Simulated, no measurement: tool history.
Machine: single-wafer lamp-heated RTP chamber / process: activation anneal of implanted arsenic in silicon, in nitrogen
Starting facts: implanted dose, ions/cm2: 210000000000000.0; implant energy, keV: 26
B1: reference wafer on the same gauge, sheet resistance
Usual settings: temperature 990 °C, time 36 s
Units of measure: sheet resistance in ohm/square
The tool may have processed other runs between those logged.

{"run": 1, "day": 0.0, "temperature": 990, "time": 36, "B1": 438.67, "sheet resistance": 368.61}
{"run": 2, "day": 0.379, "temperature": 990, "time": 21, "B1": 438.59, "sheet resistance": 369.81}
{"run": 3, "day": 1.046, "temperature": 990, "time": 21, "B1": 438.89, "sheet resistance": 369.45}
{"run": 4, "day": 1.392, "temperature": 990, "time": 31, "B1": 438.91, "sheet resistance": 367.76}
{"run": 5, "day": 1.642, "temperature": 990, "time": 31, "B1": 438.62, "sheet resistance": 368.95}
{"day": 1.779, "done": "gauge calibrated"}
{"run": 6, "day": 2.329, "temperature": 990, "time": 31, "B1": 434.45, "sheet resistance": 364.61}
{"run": 7, "day": 3.071, "temperature": 1006, "time": 36, "B1": 435.08, "sheet resistance": 363.61}
{"run": 8, "day": 3.654, "temperature": 1006, "time": 36, "B1": 435.31, "sheet resistance": 364.39}
{"run": 9, "day": 4.212, "temperature": 1006, "time": 36, "B1": 435.8, "sheet resistance": 364.07}
{"run": 10, "day": 4.654, "temperature": 990, "time": 36, "B1": 436.44, "sheet resistance": 366}
{"run": 11, "day": 5.133, "temperature": 990, "time": 36, "B1": 436.69, "sheet resistance": 366.35}
{"run": 12, "day": 5.712, "temperature": 990, "time": 36, "B1": 436.99, "sheet resistance": 366.9}
{"day": 6.679, "done": "pyrometer window cleaned and pyrometer calibrated"}
{"run": 13, "day": 6.7, "temperature": 990, "time": 36, "B1": 437.31, "sheet resistance": 367.96}
{"run": 14, "day": 6.846, "temperature": 990, "time": 36, "B1": 437.14, "sheet resistance": 365.57}
{"run": 15, "day": 7.283, "temperature": 990, "time": 36, "B1": 437.53, "sheet resistance": 365.98}
{"run": 16, "day": 7.925, "temperature": 981, "time": 48, "B1": 437.61, "sheet resistance": 367.51}
{"run": 17, "day": 8.533, "temperature": 981, "time": 48, "B1": 437.59, "sheet resistance": 366.22}
{"run": 18, "day": 9.2, "temperature": 1006, "time": 36, "B1": 437.83, "sheet resistance": 365.11}
{"run": 19, "day": 9.471, "temperature": 961, "time": 54, "B1": 438.05, "sheet resistance": 368.53}
{"run": 20, "day": 10.121, "temperature": 990, "time": 36, "B1": 437.81, "sheet resistance": 367.37}
{"run": 21, "day": 10.967, "temperature": 968, "time": 52, "B1": 438.07, "sheet resistance": 367.22}
{"day": 11.354, "done": "reflector plate cleaned"}
{"run": 22, "day": 11.408, "temperature": 990, "time": 36, "B1": 438.11, "sheet resistance": 367.19}
{"run": 23, "day": 12.146, "temperature": 990, "time": 36, "B1": 438.28, "sheet resistance": 367.46}
{"run": 24, "day": 12.712, "temperature": 1018, "time": 50, "B1": 438.35, "sheet resistance": 362.8}
{"day": 13.004, "done": "gauge calibrated"}
{"run": 25, "day": 13.292, "temperature": 990, "time": 36, "B1": 433.94, "sheet resistance": 363.5}
{"run": 26, "day": 13.562, "temperature": 980, "time": 21, "B1": 434.24, "sheet resistance": 365.66}
{"run": 27, "day": 13.817, "temperature": 990, "time": 31, "B1": 434.52, "sheet resistance": 365.18}
{"run": 28, "day": 14.375, "temperature": 1005, "time": 27, "B1": 435.06, "sheet resistance": 364.9}
{"run": 29, "day": 14.979, "temperature": 1003, "time": 49, "B1": 435.6, "sheet resistance": 362.77}
{"run": 30, "day": 15.7, "temperature": 990, "time": 19, "B1": 435.89, "sheet resistance": 367.9}
{"run": 31, "day": 15.983, "temperature": 973, "time": 20, "B1": 436.29, "sheet resistance": 370.17}
{"run": 32, "day": 16.629, "temperature": 990, "time": 31, "B1": 436.66, "sheet resistance": 366.84}
{"run": 33, "day": 16.888, "temperature": 980, "time": 44, "B1": 436.73, "sheet resistance": 365.56}
{"run": 34, "day": 17.35, "temperature": 965, "time": 36, "B1": 436.77, "sheet resistance": 368.37}

Forecast each of these 5 alternatives for the next run:
{"run": "A", "day": 17.367, "temperature": 990, "time": 27, "B1": "?", "sheet resistance": "?"}
{"run": "B", "day": 17.367, "temperature": 965, "time": 55, "B1": "?", "sheet resistance": "?"}
{"run": "C", "day": 17.367, "temperature": 964, "time": 50, "B1": "?", "sheet resistance": "?"}
{"run": "D", "day": 17.367, "temperature": 1015, "time": 36, "B1": "?", "sheet resistance": "?"}
{"run": "E", "day": 17.367, "temperature": 1011, "time": 36, "B1": "?", "sheet resistance": "?"}

run=A B1=436.83 sheet_resistance=367.95
run=B B1=436.83 sheet_resistance=367.28
run=C B1=436.83 sheet_resistance=367.68
run=D B1=436.83 sheet_resistance=364.46
run=E B1=436.83 sheet_resistance=364.9
Without the tool's hidden state the same runs would have given:
run=A sheet_resistance=365.49
run=B sheet_resistance=364.83
run=C sheet_resistance=365.23
run=D sheet_resistance=362.03
run=E sheet_resistance=362.47

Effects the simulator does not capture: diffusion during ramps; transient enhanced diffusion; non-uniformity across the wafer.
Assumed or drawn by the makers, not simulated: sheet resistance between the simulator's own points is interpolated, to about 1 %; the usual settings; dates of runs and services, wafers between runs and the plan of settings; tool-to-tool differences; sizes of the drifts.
